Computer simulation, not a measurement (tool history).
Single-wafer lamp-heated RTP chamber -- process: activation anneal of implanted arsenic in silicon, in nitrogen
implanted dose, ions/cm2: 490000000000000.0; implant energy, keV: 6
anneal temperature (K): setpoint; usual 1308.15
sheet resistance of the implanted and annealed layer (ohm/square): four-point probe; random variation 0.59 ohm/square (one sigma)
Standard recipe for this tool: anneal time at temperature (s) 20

run,day,anneal temperature (K),anneal time at temperature (s),"read-back reference wafer on the same gauge, sheet resistance",sheet resistance of the implanted and annealed layer (ohm/square)
1,0.000,1319.15,20,204.62,202.18
# day 0.367: pyrometer window cleaned and pyrometer calibrated
2,1.783,1319.15,20,204.28,201.28
# day 2.233: reflector plate cleaned
3,3.258,1308.15,20,204.28,206.73
4,6.150,1308.15,20,204.30,206.05
5,9.125,1308.15,20,204.22,205.58
6,11.792,1317.15,20,204.18,202.73
# day 12.200: pyrometer window cleaned and pyrometer calibrated
7,14.304,1308.15,20,204.31,204.93
# day 15.708: reflector plate cleaned
8,17.125,1308.15,20,203.97,205.76
9,18.892,1308.15,20,204.34,205.50
10,20.938,1308.15,20,204.15,205.24
11,22.646,1308.15,20,203.99,205.69
# day 23.500: gauge calibrated
# day 25.379: pyrometer window cleaned and pyrometer calibrated
12,25.400,1308.15,20,209.16,212.02
13,27.571,1291.15,20,208.62,215.51
# day 29.058: reflector plate cleaned
14,30.242,1291.15,20,208.36,216.70
15,33.142,1322.15,10,207.80,216.56
16,34.467,1287.15,12,207.46,227.14
17,36.538,1337.15,27,207.31,193.19
# day 36.946: pyrometer window cleaned and pyrometer calibrated
18,38.104,1308.15,20,207.17,208.14
19,40.779,1308.15,20,206.69,208.12
# day 42.200: reflector plate cleaned
20,43.000,1328.15,23,206.69,199.81
21,45.133,1289.15,12,206.23,224.40
22,46.238,1324.15,29,206.26,195.54
23,48.621,1308.15,20,206.04,207.97
# day 50.929: pyrometer window cleaned and pyrometer calibrated
24,50.950,1308.15,32,206.03,199.45
25,52.683,1289.15,26,205.83,210.47
26,53.979,1292.15,13,205.99,220.52
# day 55.300: reflector plate cleaned
27,60.071,1329.15,12,205.52,209.31
28,61.733,1295.15,9,205.43,226.49
# day 63.083: pyrometer window cleaned and pyrometer calibrated
29,64.600,1308.15,20,205.59,207.11

4 options for the next run, each taken on its own from the tool as it stands now. Forecast them:
A,64.617,1308.15,20,?,?
B,64.617,1327.15,15,?,?
C,64.617,1329.15,28,?,?
D,64.617,1296.15,28,?,?

run,"read-back reference wafer on the same gauge, sheet resistance",sheet resistance of the implanted and annealed layer (ohm/square)
A,205.49,206.12
B,205.49,203.96
C,205.49,193.05
D,205.49,205.16
With the hidden condition removed and each run's random variation left untouched, the same runs would have given:
run,sheet resistance of the implanted and annealed layer (ohm/square)
A,209.84
B,207.64
C,196.53
D,208.86
